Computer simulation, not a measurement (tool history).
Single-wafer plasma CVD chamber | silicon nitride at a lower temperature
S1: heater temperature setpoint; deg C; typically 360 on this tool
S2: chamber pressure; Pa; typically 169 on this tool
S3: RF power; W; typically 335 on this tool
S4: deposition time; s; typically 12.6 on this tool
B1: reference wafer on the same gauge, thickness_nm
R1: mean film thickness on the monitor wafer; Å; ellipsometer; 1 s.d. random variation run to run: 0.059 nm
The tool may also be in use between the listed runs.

| run | day | S1 | S2 | S3 | S4 | B1 | R1 |
|---|---|---|---|---|---|---|---|
| 1 | 0.000 | 352 | 169 | 335 | 12.6 | 13.482 | 146.28 |
| 2 | 2.992 | 352 | 169 | 335 | 12.6 | 13.511 | 146.31 |
|  | 3.062 | gauge calibrated |
| 3 | 4.233 | 360 | 169 | 335 | 12.6 | 13.498 | 145.27 |
| 4 | 7.350 | 360 | 169 | 335 | 12.6 | 13.501 | 144.53 |
| 5 | 8.662 | 360 | 169 | 335 | 12.6 | 13.507 | 145.02 |
| 6 | 9.817 | 372 | 169 | 335 | 12.6 | 13.488 | 143.33 |
| 7 | 10.333 | 372 | 169 | 335 | 12.6 | 13.512 | 144.29 |
|  | 11.404 | capacitance manometer re-zeroed and calibrated |
| 8 | 11.425 | 360 | 147 | 335 | 12.6 | 13.502 | 139.59 |
| 9 | 12.525 | 360 | 147 | 335 | 12.6 | 13.511 | 138.96 |
|  | 13.792 | thermocouple changed; heater temperature recalibrated |
| 10 | 14.150 | 360 | 151 | 335 | 12.6 | 13.512 | 141.55 |
| 11 | 15.400 | 360 | 151 | 335 | 12.6 | 13.508 | 140.90 |
| 12 | 15.962 | 360 | 169 | 335 | 12.6 | 13.487 | 145.26 |
| 13 | 16.629 | 360 | 169 | 335 | 12.6 | 13.488 | 144.58 |
|  | 17.617 | RF generator calibrated |
| 14 | 17.638 | 360 | 207 | 335 | 12.6 | 13.487 | 160.57 |
| 15 | 18.796 | 360 | 169 | 335 | 12.6 | 13.496 | 152.41 |

Estimate the outcome of run 16 from the log above:
|  | 19.929 | gauge calibrated |
| 16 | 20.212 | 360 | 201 | 360 | 12.6 | ? | ? |

Run 16 measured B1 13.480, R1 165.64 Å.
Minus the tool's unlogged condition, the same run would have read R1 166.86 Å.

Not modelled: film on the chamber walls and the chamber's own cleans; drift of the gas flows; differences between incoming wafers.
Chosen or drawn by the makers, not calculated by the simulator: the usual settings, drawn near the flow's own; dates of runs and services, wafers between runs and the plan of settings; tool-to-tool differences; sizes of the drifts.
